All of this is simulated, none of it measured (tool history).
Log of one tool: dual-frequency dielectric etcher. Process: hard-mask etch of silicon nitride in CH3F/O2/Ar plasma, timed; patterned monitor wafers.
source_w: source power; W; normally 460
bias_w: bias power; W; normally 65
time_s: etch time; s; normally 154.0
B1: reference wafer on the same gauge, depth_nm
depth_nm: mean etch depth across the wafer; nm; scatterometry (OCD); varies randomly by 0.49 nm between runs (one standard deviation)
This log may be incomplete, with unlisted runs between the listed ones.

Run 1, hour 0.0: usual settings; B1 109.0. Result: depth_nm 112.4 nm.
Run 2, hour 34.2: usual settings but bias_w 74 W; B1 109.0. Result: depth_nm 120.0 nm.
Run 3, hour 64.0: usual settings but bias_w 74 W; B1 109.0. Result: depth_nm 120.9 nm.
Run 4, hour 121.0: usual settings but bias_w 58 W; B1 109.0. Result: depth_nm 106.6 nm.
Run 5, hour 169.3: usual settings but bias_w 58 W; B1 108.9. Result: depth_nm 107.4 nm.
At hour 268.0: wet clean of the chamber, repeated, since the last time left the tool worse.
Run 6, hour 269.2: usual settings but bias_w 58 W; B1 109.0. Result: depth_nm 101.2 nm.
At hour 291.2: source power generator calibrated.
Run 7, hour 336.7: usual settings but source_w 500 W; B1 109.0. Result: depth_nm 110.2 nm.
Run 8, hour 364.5: usual settings but source_w 500 W; B1 108.9. Result: depth_nm 111.5 nm.
Run 9, hour 397.5: usual settings but bias_w 60 W; B1 109.1. Result: depth_nm 103.2 nm.
At hour 423.8: upper electrode replaced.
Run 10, hour 429.9: usual settings but time_s 138.0 s; B1 109.0. Result: depth_nm 97.0 nm.
Run 11, hour 489.7: usual settings but source_w 400 W, bias_w 60 W, time_s 140.5 s; B1 109.1. Result: depth_nm 90.4 nm.
Run 12, hour 522.3: usual settings but source_w 530 W, bias_w 57 W, time_s 185.0 s; B1 109.0. Result: depth_nm 129.9 nm.
Run 13, hour 562.1: usual settings but source_w 380 W; B1 109.0. Result: depth_nm 101.5 nm.
At hour 598.3: bias power generator calibrated.
Run 14, hour 605.2: usual settings; B1 109.1. Result: depth_nm 109.7 nm.
At hour 778.4: gauge calibrated.
Run 15, hour 813.9: usual settings but source_w 500 W, bias_w 51 W, time_s 133.5 s; B1 109.0. Result: depth_nm 87.1 nm.
Run 16, hour 849.5: usual settings; B1 109.0. Result: depth_nm 111.1 nm.
Run 17, hour 878.7: usual settings but bias_w 72 W, time_s 142.0 s; B1 108.9. Result: depth_nm 106.5 nm.
At hour 906.1: wet clean of the chamber.
Run 18, hour 943.8: usual settings; B1 108.9. Result: depth_nm 106.7 nm.
Run 19, hour 984.6: usual settings but bias_w 51 W; B1 109.0. Result: depth_nm 94.4 nm.

Run 20, settings as shown, results not yet in. Your forecast:
Run 20, hour 1054.3: usual settings but source_w 360 W; B1 ?. Result: depth_nm ?.

{"run 20": {"B1": 109.0, "depth_nm": 97.3}}
The same run, on a tool lacking any hidden state, would have yielded depth_nm 96.8 nm.
